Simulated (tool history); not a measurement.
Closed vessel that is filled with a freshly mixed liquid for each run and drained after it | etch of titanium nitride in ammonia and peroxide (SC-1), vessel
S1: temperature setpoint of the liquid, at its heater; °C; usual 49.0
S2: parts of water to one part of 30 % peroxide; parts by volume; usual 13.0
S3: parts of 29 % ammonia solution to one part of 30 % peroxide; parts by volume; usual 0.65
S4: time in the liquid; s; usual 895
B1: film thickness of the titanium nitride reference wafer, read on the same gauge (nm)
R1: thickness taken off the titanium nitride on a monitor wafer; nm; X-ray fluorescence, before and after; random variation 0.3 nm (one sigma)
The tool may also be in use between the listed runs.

run,day,S1,S2,S3,S4,B1,R1
1,0.000,49.0,13.0,0.65,895,119.99,47.64
2,2.212,49.0,13.0,0.65,895,120.00,47.58
3,4.258,49.0,13.0,0.65,895,120.03,47.75
4,6.900,49.0,13.0,0.65,895,120.03,47.65
5,8.217,49.0,13.0,0.65,895,119.97,48.31
# day 9.088: new drum of ammonia solution connected
6,9.612,57.0,13.0,0.65,895,120.00,81.70
7,11.175,57.0,13.0,0.65,895,120.01,81.95
8,12.929,49.0,13.0,0.65,895,119.99,46.70
9,13.971,49.0,13.0,0.65,895,120.02,46.90
10,15.912,49.0,13.0,0.65,895,119.98,46.58
11,17.392,49.0,13.0,0.35,565,120.01,26.50
# day 17.858: gauge calibrated
# day 18.025: new drum of ammonia solution connected, repeated, since the last time left the tool worse
12,19.046,54.0,7.5,0.40,1415,119.98,132.32
13,20.888,49.0,13.0,0.65,895,120.00,48.50
14,22.154,49.0,15.5,0.65,740,120.04,35.78
15,23.900,49.0,18.5,0.80,1365,120.00,61.94
16,26.850,49.0,13.0,0.65,895,120.00,47.44
# day 26.958: ammonia flow meter replaced
17,29.100,49.0,13.0,0.45,895,120.01,44.57
# day 30.017: thermometer replaced
18,31.867,49.0,13.0,0.35,595,119.99,28.76
19,34.396,49.0,13.0,0.65,895,120.00,47.87
# day 35.071: new drum of ammonia solution connected
20,36.283,46.5,7.5,0.75,1310,119.99,80.24
21,38.375,44.0,10.5,0.65,895,119.98,38.13

3 ways to go on from here, each from the tool as it stands after run 21. What would each give?
A,38.412,49.0,13.0,0.65,895,?,?
B,38.412,44.0,13.0,0.45,895,?,?
C,38.412,49.0,8.5,0.40,895,?,?

run,B1,R1
A,120.00,48.14
B,120.00,31.58
C,120.00,55.26
Without the tool's hidden state the same runs would have given:
run,R1
A,48.28
B,31.68
C,55.42

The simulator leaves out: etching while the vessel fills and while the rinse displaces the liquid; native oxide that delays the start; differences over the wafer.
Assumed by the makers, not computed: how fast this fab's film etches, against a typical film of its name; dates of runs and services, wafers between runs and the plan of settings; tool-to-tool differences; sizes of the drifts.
